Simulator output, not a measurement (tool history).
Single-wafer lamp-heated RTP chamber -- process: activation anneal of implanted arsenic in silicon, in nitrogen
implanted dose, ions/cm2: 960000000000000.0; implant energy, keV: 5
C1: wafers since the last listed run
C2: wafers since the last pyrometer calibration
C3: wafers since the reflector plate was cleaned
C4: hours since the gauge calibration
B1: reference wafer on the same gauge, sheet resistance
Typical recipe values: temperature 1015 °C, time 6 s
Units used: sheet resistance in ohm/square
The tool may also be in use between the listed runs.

{"run": 1, "hour": 0.0, "temperature": 1015, "time": 6, "C1": 0, "C2": 5217, "C3": 5150, "C4": 2526.4, "B1": 248.16, "sheet resistance": 217.73}
{"run": 2, "hour": 43.7, "temperature": 1015, "time": 6, "C1": 494, "C2": 5712, "C3": 5645, "C4": 2570.1, "B1": 248.1, "sheet resistance": 219.16}
{"run": 3, "hour": 81.4, "temperature": 1015, "time": 6, "C1": 427, "C2": 6139, "C3": 6072, "C4": 2607.8, "B1": 247.95, "sheet resistance": 219.9}
{"hour": 104.2, "done": "reflector plate cleaned"}
{"run": 4, "hour": 123.5, "temperature": 1015, "time": 6, "C1": 386, "C2": 6525, "C3": 218, "C4": 2649.9, "B1": 247.94, "sheet resistance": 219.15}
{"hour": 162.2, "done": "pyrometer window cleaned and pyrometer calibrated"}
{"run": 5, "hour": 172.1, "temperature": 1015, "time": 6, "C1": 459, "C2": 112, "C3": 678, "C4": 2698.5, "B1": 248.02, "sheet resistance": 220.15}
{"run": 6, "hour": 229.8, "temperature": 1015, "time": 6, "C1": 653, "C2": 766, "C3": 1332, "C4": 2756.2, "B1": 247.92, "sheet resistance": 219.73}
{"run": 7, "hour": 294.5, "temperature": 1015, "time": 6, "C1": 732, "C2": 1499, "C3": 2064, "C4": 2820.9, "B1": 248.1, "sheet resistance": 218.35}
{"run": 8, "hour": 377.2, "temperature": 1015, "time": 6, "C1": 936, "C2": 2435, "C3": 3001, "C4": 2903.6, "B1": 248.05, "sheet resistance": 219.54}
{"run": 9, "hour": 635.5, "temperature": 1015, "time": 6, "C1": 2925, "C2": 5361, "C3": 5927, "C4": 3161.9, "B1": 248.09, "sheet resistance": 219.94}
{"run": 10, "hour": 679.8, "temperature": 1015, "time": 6, "C1": 501, "C2": 5863, "C3": 6429, "C4": 3206.2, "B1": 248.03, "sheet resistance": 218.09}
{"hour": 747.6, "done": "reflector plate cleaned"}
{"run": 11, "hour": 748.1, "temperature": 1015, "time": 6, "C1": 683, "C2": 6546, "C3": 5, "C4": 3274.5, "B1": 247.95, "sheet resistance": 218.11}
{"run": 12, "hour": 821.8, "temperature": 1015, "time": 6, "C1": 834, "C2": 7381, "C3": 840, "C4": 3348.2, "B1": 248.04, "sheet resistance": 219.26}
{"hour": 890.9, "done": "pyrometer window cleaned and pyrometer calibrated"}
{"run": 13, "hour": 896.1, "temperature": 1015, "time": 6, "C1": 750, "C2": 58, "C3": 1591, "C4": 3422.5, "B1": 247.84, "sheet resistance": 221.67}
{"run": 14, "hour": 938.9, "temperature": 1015, "time": 6, "C1": 484, "C2": 543, "C3": 2076, "C4": 3465.3, "B1": 248.05, "sheet resistance": 218.08}
{"run": 15, "hour": 1158.6, "temperature": 1001, "time": 6, "C1": 2488, "C2": 3031, "C3": 4564, "C4": 3685.0, "B1": 248.03, "sheet resistance": 235.08}
{"run": 16, "hour": 1204.4, "temperature": 1001, "time": 7, "C1": 518, "C2": 3550, "C3": 5083, "C4": 3730.8, "B1": 247.94, "sheet resistance": 230.23}
{"run": 17, "hour": 1303.1, "temperature": 1041, "time": 8, "C1": 1117, "C2": 4668, "C3": 6201, "C4": 3829.5, "B1": 248.09, "sheet resistance": 177.96}
{"run": 18, "hour": 1384.7, "temperature": 990, "time": 7, "C1": 924, "C2": 5592, "C3": 7125, "C4": 3911.1, "B1": 247.68, "sheet resistance": 243.48}
{"hour": 1450.3, "done": "reflector plate cleaned"}
{"hour": 1479.8, "done": "pyrometer window cleaned and pyrometer calibrated"}
{"run": 19, "hour": 1480.3, "temperature": 1036, "time": 8, "C1": 901, "C2": 5, "C3": 249, "C4": 4006.7, "B1": 247.81, "sheet resistance": 182.29}
{"run": 20, "hour": 1547.5, "temperature": 1026, "time": 6, "C1": 761, "C2": 766, "C3": 1010, "C4": 4073.9, "B1": 247.99, "sheet resistance": 206.73}
{"run": 21, "hour": 1630.9, "temperature": 1024, "time": 3, "C1": 944, "C2": 1711, "C3": 1955, "C4": 4157.3, "B1": 247.87, "sheet resistance": 237.01}
{"hour": 1653.6, "done": "gauge calibrated"}
{"run": 22, "hour": 1722.8, "temperature": 1007, "time": 4, "C1": 1040, "C2": 2751, "C3": 2996, "C4": 69.2, "B1": 247.89, "sheet resistance": 245.58}
{"run": 23, "hour": 1768.9, "temperature": 1007, "time": 4, "C1": 522, "C2": 3274, "C3": 3518, "C4": 115.3, "B1": 247.75, "sheet resistance": 244.91}
{"run": 24, "hour": 1821.0, "temperature": 996, "time": 4, "C1": 590, "C2": 3864, "C3": 4108, "C4": 167.4, "B1": 248.02, "sheet resistance": 256.18}
{"run": 25, "hour": 1911.1, "temperature": 1026, "time": 7, "C1": 1020, "C2": 4884, "C3": 5129, "C4": 257.5, "B1": 247.81, "sheet resistance": 199.6}
{"run": 26, "hour": 2002.8, "temperature": 1015, "time": 6, "C1": 1038, "C2": 5923, "C3": 6168, "C4": 349.2, "B1": 248.13, "sheet resistance": 219.61}
{"hour": 2030.8, "done": "reflector plate cleaned"}
{"run": 27, "hour": 2039.9, "temperature": 988, "time": 9, "C1": 329, "C2": 6253, "C3": 102, "C4": 386.3, "B1": 247.83, "sheet resistance": 234.14}
{"hour": 2058.1, "done": "pyrometer window cleaned and pyrometer calibrated"}
{"run": 28, "hour": 2115.7, "temperature": 1042, "time": 6, "C1": 767, "C2": 652, "C3": 870, "C4": 462.1, "B1": 248.12, "sheet resistance": 190.1}
{"run": 29, "hour": 2166.5, "temperature": 1034, "time": 4, "C1": 575, "C2": 1227, "C3": 1446, "C4": 512.9, "B1": 247.99, "sheet resistance": 216.4}
{"run": 30, "hour": 2229.4, "temperature": 989, "time": 4, "C1": 712, "C2": 1940, "C3": 2158, "C4": 575.8, "B1": 248.12, "sheet resistance": 266.89}
{"run": 31, "hour": 2336.4, "temperature": 1029, "time": 6, "C1": 1212, "C2": 3152, "C3": 3370, "C4": 682.8, "B1": 248.06, "sheet resistance": 203.85}
{"run": 32, "hour": 2418.0, "temperature": 1030, "time": 7, "C1": 924, "C2": 4076, "C3": 4294, "C4": 764.4, "B1": 247.95, "sheet resistance": 195.12}
{"run": 33, "hour": 2537.3, "temperature": 1001, "time": 5, "C1": 1351, "C2": 5428, "C3": 5646, "C4": 883.7, "B1": 247.98, "sheet resistance": 244.74}
{"run": 34, "hour": 2644.5, "temperature": 989, "time": 4, "C1": 1214, "C2": 6642, "C3": 6860, "C4": 990.9, "B1": 248.06, "sheet resistance": 266.92}
{"hour": 2668.2, "done": "reflector plate cleaned"}
{"run": 35, "hour": 2721.2, "temperature": 1031, "time": 6, "C1": 778, "C2": 7420, "C3": 599, "C4": 1067.6, "B1": 247.92, "sheet resistance": 201.39}
{"hour": 2779.1, "done": "pyrometer window cleaned and pyrometer calibrated"}
{"run": 36, "hour": 2813.1, "temperature": 1037, "time": 6, "C1": 950, "C2": 384, "C3": 1550, "C4": 1159.5, "B1": 247.92, "sheet resistance": 192.95}
{"run": 37, "hour": 2914.6, "temperature": 989, "time": 4, "C1": 1149, "C2": 1534, "C3": 2700, "C4": 1261.0, "B1": 248.13, "sheet resistance": 264.4}

List, for all runs, the conditions of the tool that the log does not record:
true wafer temperature minus pyrometer reading, K: 0 at every run
wafer temperature error from the tarnished reflector plate, K: 0 at every run
gauge reads high (%): 0 at every run

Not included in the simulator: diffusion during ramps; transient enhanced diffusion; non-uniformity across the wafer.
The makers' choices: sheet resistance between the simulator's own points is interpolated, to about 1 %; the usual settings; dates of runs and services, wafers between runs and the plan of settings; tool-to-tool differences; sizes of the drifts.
